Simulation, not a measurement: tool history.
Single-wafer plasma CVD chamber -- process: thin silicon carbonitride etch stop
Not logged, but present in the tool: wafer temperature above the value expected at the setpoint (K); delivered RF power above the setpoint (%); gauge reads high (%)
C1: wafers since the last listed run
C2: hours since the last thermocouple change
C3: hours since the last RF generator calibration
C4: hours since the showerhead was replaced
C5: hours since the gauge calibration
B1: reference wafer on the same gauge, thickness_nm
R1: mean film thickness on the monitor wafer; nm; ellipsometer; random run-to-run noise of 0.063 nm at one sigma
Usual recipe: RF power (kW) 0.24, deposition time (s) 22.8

{"run": 1, "hour": 0.0, "RF power (kW)": 0.24, "deposition time (s)": 22.8, "C1": 0, "C2": 2067.6, "C3": 869.4, "C4": 2114.3, "C5": 277.6, "B1": 16.094, "R1": 12.929}
{"run": 2, "hour": 57.8, "RF power (kW)": 0.24, "deposition time (s)": 22.8, "C1": 1152, "C2": 2125.4, "C3": 927.2, "C4": 2172.1, "C5": 335.4, "B1": 16.087, "R1": 12.913}
{"run": 3, "hour": 134.3, "RF power (kW)": 0.24, "deposition time (s)": 22.8, "C1": 1525, "C2": 2201.9, "C3": 1003.7, "C4": 2248.6, "C5": 411.9, "B1": 16.083, "R1": 12.848}
{"run": 4, "hour": 178.9, "RF power (kW)": 0.24, "deposition time (s)": 22.8, "C1": 889, "C2": 2246.5, "C3": 1048.3, "C4": 2293.2, "C5": 456.5, "B1": 16.101, "R1": 12.951}
{"run": 5, "hour": 243.5, "RF power (kW)": 0.24, "deposition time (s)": 22.8, "C1": 1288, "C2": 2311.1, "C3": 1112.9, "C4": 2357.8, "C5": 521.1, "B1": 16.089, "R1": 12.896}
{"run": 6, "hour": 306.2, "RF power (kW)": 0.24, "deposition time (s)": 22.8, "C1": 1250, "C2": 2373.8, "C3": 1175.6, "C4": 2420.5, "C5": 583.8, "B1": 16.089, "R1": 12.842}
{"run": 7, "hour": 370.8, "RF power (kW)": 0.24, "deposition time (s)": 22.8, "C1": 1288, "C2": 2438.4, "C3": 1240.2, "C4": 2485.1, "C5": 648.4, "B1": 16.101, "R1": 12.945}
{"run": 8, "hour": 404.8, "RF power (kW)": 0.24, "deposition time (s)": 22.8, "C1": 677, "C2": 2472.4, "C3": 1274.2, "C4": 2519.1, "C5": 682.4, "B1": 16.097, "R1": 12.73}
{"hour": 423.5, "done": "thermocouple changed; heater temperature recalibrated"}
{"run": 9, "hour": 444.6, "RF power (kW)": 0.24, "deposition time (s)": 22.8, "C1": 634, "C2": 21.1, "C3": 1314, "C4": 2558.9, "C5": 722.2, "B1": 16.114, "R1": 12.938}
{"run": 10, "hour": 490.5, "RF power (kW)": 0.24, "deposition time (s)": 22.8, "C1": 915, "C2": 67, "C3": 1359.9, "C4": 2604.8, "C5": 768.1, "B1": 16.108, "R1": 12.729}
{"hour": 505.9, "done": "gauge calibrated"}
{"run": 11, "hour": 518.5, "RF power (kW)": 0.24, "deposition time (s)": 22.8, "C1": 558, "C2": 95, "C3": 1387.9, "C4": 2632.8, "C5": 12.6, "B1": 16.103, "R1": 12.841}
{"run": 12, "hour": 570.2, "RF power (kW)": 0.24, "deposition time (s)": 22.8, "C1": 1030, "C2": 146.7, "C3": 1439.6, "C4": 2684.5, "C5": 64.3, "B1": 16.102, "R1": 12.737}
{"run": 13, "hour": 614.5, "RF power (kW)": 0.24, "deposition time (s)": 22.8, "C1": 883, "C2": 191, "C3": 1483.9, "C4": 2728.8, "C5": 108.6, "B1": 16.088, "R1": 12.864}
{"hour": 634.5, "done": "RF generator calibrated"}
{"run": 14, "hour": 645.1, "RF power (kW)": 0.21, "deposition time (s)": 20.8, "C1": 450, "C2": 221.6, "C3": 10.6, "C4": 2759.4, "C5": 139.2, "B1": 16.086, "R1": 11.481}
{"run": 15, "hour": 701.3, "RF power (kW)": 0.24, "deposition time (s)": 26.7, "C1": 1120, "C2": 277.8, "C3": 66.8, "C4": 2815.6, "C5": 195.4, "B1": 16.094, "R1": 15.593}
{"run": 16, "hour": 731.0, "RF power (kW)": 0.27, "deposition time (s)": 20, "C1": 592, "C2": 307.5, "C3": 96.5, "C4": 2845.3, "C5": 225.1, "B1": 16.096, "R1": 12.339}
{"run": 17, "hour": 767.7, "RF power (kW)": 0.24, "deposition time (s)": 22.8, "C1": 731, "C2": 344.2, "C3": 133.2, "C4": 2882, "C5": 261.8, "B1": 16.094, "R1": 13.142}
{"run": 18, "hour": 824.1, "RF power (kW)": 0.215, "deposition time (s)": 20.8, "C1": 1124, "C2": 400.6, "C3": 189.6, "C4": 2938.4, "C5": 318.2, "B1": 16.093, "R1": 11.379}
{"run": 19, "hour": 863.1, "RF power (kW)": 0.24, "deposition time (s)": 22.8, "C1": 777, "C2": 439.6, "C3": 228.6, "C4": 2977.4, "C5": 357.2, "B1": 16.112, "R1": 13.247}
{"hour": 887.4, "done": "showerhead replaced, of another model than before"}
{"run": 20, "hour": 905.7, "RF power (kW)": 0.24, "deposition time (s)": 22.8, "C1": 689, "C2": 482.2, "C3": 271.2, "C4": 18.3, "C5": 399.8, "B1": 16.108, "R1": 12.951}
{"run": 21, "hour": 972.4, "RF power (kW)": 0.28, "deposition time (s)": 27, "C1": 1329, "C2": 548.9, "C3": 337.9, "C4": 85, "C5": 466.5, "B1": 16.105, "R1": 17.026}
{"run": 22, "hour": 1019.1, "RF power (kW)": 0.265, "deposition time (s)": 22.8, "C1": 931, "C2": 595.6, "C3": 384.6, "C4": 131.7, "C5": 513.2, "B1": 16.099, "R1": 13.75}
{"run": 23, "hour": 1053.0, "RF power (kW)": 0.24, "deposition time (s)": 26.9, "C1": 675, "C2": 629.5, "C3": 418.5, "C4": 165.6, "C5": 547.1, "B1": 16.099, "R1": 15.362}
{"run": 24, "hour": 1093.1, "RF power (kW)": 0.26, "deposition time (s)": 24.3, "C1": 799, "C2": 669.6, "C3": 458.6, "C4": 205.7, "C5": 587.2, "B1": 16.106, "R1": 14.563}
{"run": 25, "hour": 1152.6, "RF power (kW)": 0.275, "deposition time (s)": 22.8, "C1": 1186, "C2": 729.1, "C3": 518.1, "C4": 265.2, "C5": 646.7, "B1": 16.103, "R1": 14.113}
{"run": 26, "hour": 1196.1, "RF power (kW)": 0.24, "deposition time (s)": 22.8, "C1": 867, "C2": 772.6, "C3": 561.6, "C4": 308.7, "C5": 690.2, "B1": 16.091, "R1": 12.822}
{"run": 27, "hour": 1226.0, "RF power (kW)": 0.24, "deposition time (s)": 24.2, "C1": 596, "C2": 802.5, "C3": 591.5, "C4": 338.6, "C5": 720.1, "B1": 16.092, "R1": 13.576}

What if the next run were any one of these 4? Each begins from the tool's condition after run 27:
{"run": "A", "hour": 1226.4, "RF power (kW)": 0.21, "deposition time (s)": 22.8, "C1": 7, "C2": 802.9, "C3": 591.9, "C4": 339, "C5": 720.5, "B1": "?", "R1": "?"}
{"run": "B", "hour": 1226.4, "RF power (kW)": 0.2, "deposition time (s)": 21, "C1": 7, "C2": 802.9, "C3": 591.9, "C4": 339, "C5": 720.5, "B1": "?", "R1": "?"}
{"run": "C", "hour": 1226.4, "RF power (kW)": 0.19, "deposition time (s)": 21.2, "C1": 7, "C2": 802.9, "C3": 591.9, "C4": 339, "C5": 720.5, "B1": "?", "R1": "?"}
{"run": "D", "hour": 1226.4, "RF power (kW)": 0.195, "deposition time (s)": 21.2, "C1": 7, "C2": 802.9, "C3": 591.9, "C4": 339, "C5": 720.5, "B1": "?", "R1": "?"}

run=A B1=16.095 R1=11.546
run=B B1=16.095 R1=10.18
run=C B1=16.095 R1=9.765
run=D B1=16.095 R1=10.029
Stripped of hidden state, with their random variation kept, the same runs would have yielded:
run=A R1=12.067
run=B R1=10.639
run=C R1=10.205
run=D R1=10.481

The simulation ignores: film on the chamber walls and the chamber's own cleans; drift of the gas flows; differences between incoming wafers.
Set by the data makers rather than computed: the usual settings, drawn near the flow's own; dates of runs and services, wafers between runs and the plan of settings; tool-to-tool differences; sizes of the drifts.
